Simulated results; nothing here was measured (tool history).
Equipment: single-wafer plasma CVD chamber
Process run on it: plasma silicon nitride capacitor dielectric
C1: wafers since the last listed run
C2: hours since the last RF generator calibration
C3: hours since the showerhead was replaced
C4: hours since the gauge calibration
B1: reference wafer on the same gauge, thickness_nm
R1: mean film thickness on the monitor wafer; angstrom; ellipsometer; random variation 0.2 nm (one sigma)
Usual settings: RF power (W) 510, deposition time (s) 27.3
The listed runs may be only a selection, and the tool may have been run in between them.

Run 1, day 0.000: usual settings but RF power (W) 550, deposition time (s) 25.4; C1 0; C2 211.9; C3 4516.3; C4 164.4; B1 39.044. Result: R1 416.11 angstrom.
Run 2, day 1.050: usual settings; C1 692; C2 237.1; C3 4541.5; C4 189.6; B1 38.985. Result: R1 438.47 angstrom.
Run 3, day 3.750: usual settings; C1 1781; C2 301.9; C3 4606.3; C4 254.4; B1 39.025. Result: R1 435.76 angstrom.
Run 4, day 6.129: usual settings; C1 1569; C2 359.0; C3 4663.4; C4 311.5; B1 39.026. Result: R1 434.42 angstrom.
Run 5, day 8.858: usual settings; C1 1800; C2 424.5; C3 4728.9; C4 377.0; B1 39.003. Result: R1 435.26 angstrom.
Run 6, day 10.288: usual settings; C1 942; C2 458.8; C3 4763.2; C4 411.3; B1 38.987. Result: R1 433.99 angstrom.
Run 7, day 17.508: usual settings; C1 4764; C2 632.1; C3 4936.5; C4 584.6; B1 39.013. Result: R1 432.67 angstrom.
At day 18.400: showerhead replaced.
Run 8, day 19.962: usual settings; C1 1399; C2 691.0; C3 37.5; C4 643.5; B1 39.021. Result: R1 432.14 angstrom.
Run 9, day 22.917: usual settings; C1 1949; C2 761.9; C3 108.4; C4 714.4; B1 38.978. Result: R1 431.72 angstrom.
Run 10, day 25.025: usual settings but RF power (W) 555; C1 1391; C2 812.5; C3 159.0; C4 765.0; B1 39.036. Result: R1 442.36 angstrom.
Run 11, day 26.533: usual settings but RF power (W) 585, deposition time (s) 22.4; C1 995; C2 848.7; C3 195.2; C4 801.2; B1 38.961. Result: R1 367.76 angstrom.
At day 26.625: gauge calibrated.
Run 12, day 28.633: usual settings but RF power (W) 465, deposition time (s) 25.6; C1 1385; C2 899.1; C3 245.6; C4 48.2; B1 39.052. Result: R1 396.11 angstrom.
Run 13, day 31.096: usual settings but RF power (W) 580, deposition time (s) 25.5; C1 1624; C2 958.2; C3 304.7; C4 107.3; B1 39.019. Result: R1 415.30 angstrom.
At day 32.129: RF generator calibrated.
Run 14, day 35.962: usual settings but RF power (W) 550, deposition time (s) 25.7; C1 2991; C2 92.0; C3 421.5; C4 224.1; B1 38.956. Result: R1 423.13 angstrom.
Run 15, day 38.808: usual settings; C1 1877; C2 160.3; C3 489.8; C4 292.4; B1 39.022. Result: R1 437.41 angstrom.
Run 16, day 40.133: usual settings but RF power (W) 610, deposition time (s) 32.0; C1 874; C2 192.1; C3 521.6; C4 324.2; B1 39.028. Result: R1 535.54 angstrom.
Run 17, day 42.121: usual settings but RF power (W) 560, deposition time (s) 23.2; C1 1311; C2 239.8; C3 569.3; C4 371.9; B1 38.976. Result: R1 382.71 angstrom.
Run 18, day 43.812: usual settings; C1 1116; C2 280.4; C3 609.9; C4 412.5; B1 39.035. Result: R1 434.74 angstrom.
Run 19, day 46.538: usual settings but RF power (W) 560, deposition time (s) 23.5; C1 1797; C2 345.8; C3 675.3; C4 477.9; B1 39.007. Result: R1 380.76 angstrom.
Run 20, day 48.638: usual settings but RF power (W) 570, deposition time (s) 31.5; C1 1385; C2 396.2; C3 725.7; C4 528.3; B1 38.985. Result: R1 518.14 angstrom.

Hidden state or all else? Some run-to-run changes of R1, split into what the settings, what came in and random variation would give without the hidden state, and what is left for the hidden state (with any gauge scatter that isn't in both results):
Hidden conditions of the tool in this case: delivered RF power above the setpoint (%); gauge reads high (%).
Run 13 -> 14: RF power (W) 580 -> 550, deposition time (s) 25.5 -> 25.7, RF generator calibrated. R1 +7.83 angstrom: hidden state +7.34, all else +0.49.
Run 16 -> 17: RF power (W) 610 -> 560, deposition time (s) 32.0 -> 23.2. R1 -152.83 angstrom: hidden state +1.02, all else -153.85.
Run 19 -> 20: RF power (W) 560 -> 570, deposition time (s) 23.5 -> 31.5. R1 +137.38 angstrom: hidden state -2.85, all else +140.23.
